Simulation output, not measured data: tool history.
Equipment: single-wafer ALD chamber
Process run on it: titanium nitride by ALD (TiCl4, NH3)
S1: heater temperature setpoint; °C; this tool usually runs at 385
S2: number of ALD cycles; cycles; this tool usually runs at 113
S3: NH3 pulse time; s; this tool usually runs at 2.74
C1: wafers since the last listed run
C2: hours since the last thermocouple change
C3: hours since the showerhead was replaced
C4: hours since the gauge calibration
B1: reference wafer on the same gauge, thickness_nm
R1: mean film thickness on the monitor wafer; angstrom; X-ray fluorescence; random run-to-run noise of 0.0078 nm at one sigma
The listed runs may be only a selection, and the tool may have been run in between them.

run	hour	S1	S2	S3	C1	C2	C3	C4	B1	R1
1	0.0	385	113	2.74	0	917.5	2580.2	24.4	2.940	26.36
2	16.9	385	113	2.74	22	934.4	2597.1	41.3	2.940	26.37
3	37.1	385	113	2.74	26	954.6	2617.3	61.5	2.937	26.41
4	60.4	385	113	2.74	30	977.9	2640.6	84.8	2.937	26.28
5	89.0	385	113	2.74	37	1006.5	2669.2	113.4	2.941	26.33
6	114.1	385	113	2.74	32	1031.6	2694.3	138.5	2.940	26.25
7	130.3	385	113	2.74	21	1047.8	2710.5	154.7	2.940	26.43
8	143.8	385	113	2.74	17	1061.3	2724.0	168.2	2.939	26.28
9	161.1	375	113	2.74	22	1078.6	2741.3	185.5	2.942	26.29
10	188.3	385	113	2.74	35	1105.8	2768.5	212.7	2.940	26.29
11	201.2	385	113	2.74	16	1118.7	2781.4	225.6	2.939	26.41
12	294.4	385	113	2.74	122	1211.9	2874.6	318.8	2.934	26.54
13	309.8	385	113	2.74	20	1227.3	2890.0	334.2	2.940	26.30
14	401.7	385	113	2.74	120	1319.2	2981.9	426.1	2.938	26.45
15	416.1	385	113	2.41	18	1333.6	2996.3	440.5	2.944	26.07
16	451.3	385	113	2.41	46	1368.8	3031.5	475.7	2.941	26.08
# hour 472.5: thermocouple changed; heater temperature recalibrated
17	481.3	385	113	2.41	28	8.8	3061.5	505.7	2.939	26.08
18	516.6	372	95	2.15	46	44.1	3096.8	541.0	2.940	21.15
19	534.8	372	121	1.99	23	62.3	3115.0	559.2	2.938	26.68
20	547.0	372	113	3.57	16	74.5	3127.2	571.4	2.937	26.56
21	572.5	372	123	2.74	33	100.0	3152.7	596.9	2.943	28.27
22	586.2	379	113	2.18	17	113.7	3166.4	610.6	2.941	25.63
23	612.2	385	113	2.74	34	139.7	3192.4	636.6	2.938	26.42
24	637.8	377	113	2.74	33	165.3	3218.0	662.2	2.939	26.24
# hour 648.4: showerhead replaced
25	671.7	390	113	3.23	34	199.2	23.3	696.1	2.941	26.75
26	684.3	372	123	2.74	16	211.8	35.9	708.7	2.941	28.27
27	706.2	385	113	2.74	28	233.7	57.8	730.6	2.941	26.40
28	735.9	385	122	3.67	39	263.4	87.5	760.3	2.943	28.97
# hour 755.6: gauge calibrated
29	758.8	385	133	2.74	30	286.3	110.4	3.2	2.939	31.18
30	852.0	399	132	3.66	122	379.5	203.6	96.4	2.942	31.56
31	886.9	371	119	3.33	45	414.4	238.5	131.3	2.938	27.87
32	905.7	372	97	1.66	24	433.2	257.3	150.1	2.942	20.33
33	969.4	391	98	1.86	83	496.9	321.0	213.8	2.940	22.09
34	996.4	396	133	2.34	35	523.9	348.0	240.8	2.943	30.89
35	1021.9	385	113	2.41	33	549.4	373.5	266.3	2.938	25.94

Take each entry between the runs: how does the hidden state at the last listed run before it differ from the hidden state at the first listed run after it?
Logged between run 16 and run 17: thermocouple changed; heater temperature recalibrated (hour 472.5)
  no difference in the tool's unlogged condition between these two runs
Logged between run 24 and run 25: showerhead replaced (hour 648.4)
  no difference in the tool's unlogged condition between these two runs
Logged between run 28 and run 29: gauge calibrated (hour 755.6)
  no difference in the tool's unlogged condition between these two runs
